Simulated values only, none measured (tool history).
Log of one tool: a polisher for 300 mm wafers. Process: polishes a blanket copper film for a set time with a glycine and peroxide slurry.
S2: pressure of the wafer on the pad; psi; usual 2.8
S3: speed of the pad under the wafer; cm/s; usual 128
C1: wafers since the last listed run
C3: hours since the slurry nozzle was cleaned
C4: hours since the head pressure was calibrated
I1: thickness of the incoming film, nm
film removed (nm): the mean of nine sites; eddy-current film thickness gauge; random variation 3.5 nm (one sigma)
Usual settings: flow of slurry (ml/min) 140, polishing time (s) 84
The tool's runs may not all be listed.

{"run": 1, "day": 0.0, "flow of slurry (ml/min)": 140, "S2": 2.8, "S3": 96, "polishing time (s)": 84, "C1": 0, "wafers polished on this pad": 1322, "C3": 355.3, "C4": 266.3, "I1": 1589.2, "film removed (nm)": 489.2}
{"run": 2, "day": 1.438, "flow of slurry (ml/min)": 140, "S2": 2.8, "S3": 96, "polishing time (s)": 84, "C1": 329, "wafers polished on this pad": 1652, "C3": 389.8, "C4": 300.8, "I1": 1562.4, "film removed (nm)": 497.2}
{"day": 3.442, "done": "head pressure recalibrated"}
{"run": 3, "day": 4.358, "flow of slurry (ml/min)": 140, "S2": 2.8, "S3": 96, "polishing time (s)": 84, "C1": 651, "wafers polished on this pad": 2303, "C3": 459.9, "C4": 22, "I1": 1570.4, "film removed (nm)": 470.1}
{"day": 5.633, "done": "worn pad replaced by a new one"}
{"run": 4, "day": 6.292, "flow of slurry (ml/min)": 140, "S2": 2.8, "S3": 118, "polishing time (s)": 84, "C1": 405, "wafers polished on this pad": 151, "C3": 506.3, "C4": 68.4, "I1": 1599.5, "film removed (nm)": 521.6}
{"run": 5, "day": 8.254, "flow of slurry (ml/min)": 140, "S2": 2.8, "S3": 118, "polishing time (s)": 84, "C1": 450, "wafers polished on this pad": 601, "C3": 553.4, "C4": 115.5, "I1": 1586.6, "film removed (nm)": 526.9}
{"run": 6, "day": 10.908, "flow of slurry (ml/min)": 140, "S2": 2.8, "S3": 118, "polishing time (s)": 84, "C1": 609, "wafers polished on this pad": 1210, "C3": 617.1, "C4": 179.2, "I1": 1620.6, "film removed (nm)": 528}
{"run": 7, "day": 12.183, "flow of slurry (ml/min)": 125, "S2": 2.8, "S3": 96, "polishing time (s)": 84, "C1": 292, "wafers polished on this pad": 1503, "C3": 647.7, "C4": 209.8, "I1": 1584.2, "film removed (nm)": 463.6}
{"run": 8, "day": 13.892, "flow of slurry (ml/min)": 125, "S2": 2.8, "S3": 96, "polishing time (s)": 84, "C1": 392, "wafers polished on this pad": 1895, "C3": 688.7, "C4": 250.8, "I1": 1588.4, "film removed (nm)": 468.6}
{"run": 9, "day": 15.296, "flow of slurry (ml/min)": 125, "S2": 2.8, "S3": 96, "polishing time (s)": 84, "C1": 322, "wafers polished on this pad": 2217, "C3": 722.4, "C4": 284.5, "I1": 1589.4, "film removed (nm)": 463.9}
{"day": 15.825, "done": "head pressure recalibrated"}
{"run": 10, "day": 16.608, "flow of slurry (ml/min)": 140, "S2": 2.8, "S3": 128, "polishing time (s)": 84, "C1": 282, "wafers polished on this pad": 2500, "C3": 753.9, "C4": 18.8, "I1": 1565.8, "film removed (nm)": 513.7}
{"day": 16.983, "done": "worn pad replaced by a new one"}
{"run": 11, "day": 19.092, "flow of slurry (ml/min)": 140, "S2": 2.8, "S3": 128, "polishing time (s)": 84, "C1": 531, "wafers polished on this pad": 484, "C3": 813.5, "C4": 78.4, "I1": 1604.4, "film removed (nm)": 516}
{"run": 12, "day": 21.25, "flow of slurry (ml/min)": 140, "S2": 2.8, "S3": 128, "polishing time (s)": 84, "C1": 495, "wafers polished on this pad": 979, "C3": 865.3, "C4": 130.2, "I1": 1609.6, "film removed (nm)": 525.1}
{"run": 13, "day": 23.112, "flow of slurry (ml/min)": 140, "S2": 1.9, "S3": 90, "polishing time (s)": 108, "C1": 427, "wafers polished on this pad": 1406, "C3": 910, "C4": 174.9, "I1": 1584.2, "film removed (nm)": 412.1}
{"day": 23.862, "done": "slurry nozzle cleaned"}
{"run": 14, "day": 24.375, "flow of slurry (ml/min)": 140, "S2": 2.8, "S3": 128, "polishing time (s)": 84, "C1": 280, "wafers polished on this pad": 1687, "C3": 12.3, "C4": 205.2, "I1": 1578.3, "film removed (nm)": 564.7}
{"run": 15, "day": 26.483, "flow of slurry (ml/min)": 140, "S2": 3.4, "S3": 86, "polishing time (s)": 84, "C1": 483, "wafers polished on this pad": 2171, "C3": 62.9, "C4": 255.8, "I1": 1561.5, "film removed (nm)": 555.4}
{"day": 27.042, "done": "worn pad replaced by a new one"}
{"run": 16, "day": 27.671, "flow of slurry (ml/min)": 140, "S2": 3.4, "S3": 128, "polishing time (s)": 112, "C1": 234, "wafers polished on this pad": 144, "C3": 91.4, "C4": 284.3, "I1": 1601.3, "film removed (nm)": 896.7}
{"day": 29.112, "done": "head pressure recalibrated"}
{"run": 17, "day": 29.438, "flow of slurry (ml/min)": 100, "S2": 3.7, "S3": 104, "polishing time (s)": 84, "C1": 386, "wafers polished on this pad": 530, "C3": 133.8, "C4": 7.8, "I1": 1589.7, "film removed (nm)": 572.2}
{"run": 18, "day": 37.867, "flow of slurry (ml/min)": 140, "S2": 3.1, "S3": 128, "polishing time (s)": 105, "C1": 1934, "wafers polished on this pad": 2465, "C3": 336.1, "C4": 210.1, "I1": 1586.1, "film removed (nm)": 768.3}
{"day": 38.2, "done": "worn pad replaced by a new one"}
{"run": 19, "day": 39.275, "flow of slurry (ml/min)": 140, "S2": 2.8, "S3": 128, "polishing time (s)": 92, "C1": 284, "wafers polished on this pad": 246, "C3": 369.9, "C4": 243.9, "I1": 1578.5, "film removed (nm)": 621}
{"run": 20, "day": 41.338, "flow of slurry (ml/min)": 140, "S2": 2.8, "S3": 96, "polishing time (s)": 59, "C1": 473, "wafers polished on this pad": 719, "C3": 419.4, "C4": 293.4, "I1": 1610.6, "film removed (nm)": 351.9}
{"day": 41.733, "done": "head pressure recalibrated"}
{"day": 47.904, "done": "worn pad replaced by a new one"}
{"run": 21, "day": 48.512, "flow of slurry (ml/min)": 140, "S2": 2.8, "S3": 106, "polishing time (s)": 72, "C1": 1589, "wafers polished on this pad": 139, "C3": 591.6, "C4": 162.7, "I1": 1573.5, "film removed (nm)": 420.1}
{"run": 22, "day": 50.4, "flow of slurry (ml/min)": 165, "S2": 2.8, "S3": 128, "polishing time (s)": 104, "C1": 433, "wafers polished on this pad": 572, "C3": 636.9, "C4": 208, "I1": 1607.4, "film removed (nm)": 705.2}
{"run": 23, "day": 52.838, "flow of slurry (ml/min)": 140, "S2": 3.4, "S3": 128, "polishing time (s)": 84, "C1": 559, "wafers polished on this pad": 1132, "C3": 695.4, "C4": 266.5, "I1": 1608.8, "film removed (nm)": 647.8}
{"run": 24, "day": 55.012, "flow of slurry (ml/min)": 140, "S2": 2.8, "S3": 128, "polishing time (s)": 84, "C1": 499, "wafers polished on this pad": 1631, "C3": 747.6, "C4": 318.7, "I1": 1581.1, "film removed (nm)": 549.3}

Forecast each of these 4 alternatives for the next run:
{"run": "A", "day": 55.029, "flow of slurry (ml/min)": 140, "S2": 2.8, "S3": 128, "polishing time (s)": 84, "C1": 3, "wafers polished on this pad": 1635, "C3": 748, "C4": 319.1, "I1": 1619.1, "film removed (nm)": "?"}
{"run": "B", "day": 55.029, "flow of slurry (ml/min)": 185, "S2": 3.7, "S3": 128, "polishing time (s)": 101, "C1": 3, "wafers polished on this pad": 1635, "C3": 748, "C4": 319.1, "I1": 1619.1, "film removed (nm)": "?"}
{"run": "C", "day": 55.029, "flow of slurry (ml/min)": 140, "S2": 2.3, "S3": 88, "polishing time (s)": 84, "C1": 3, "wafers polished on this pad": 1635, "C3": 748, "C4": 319.1, "I1": 1619.1, "film removed (nm)": "?"}
{"run": "D", "day": 55.029, "flow of slurry (ml/min)": 140, "S2": 2.8, "S3": 162, "polishing time (s)": 94, "C1": 3, "wafers polished on this pad": 1635, "C3": 748, "C4": 319.1, "I1": 1619.1, "film removed (nm)": "?"}

run=A film_removed_(nm)=558.2
run=B film_removed_(nm)=914.4
run=C film_removed_(nm)=397.3
run=D film_removed_(nm)=710.9
Without the tool's hidden state the same runs would have given:
run=A film_removed_(nm)=557.9
run=B film_removed_(nm)=898.7
run=C film_removed_(nm)=398.7
run=D film_removed_(nm)=709.8
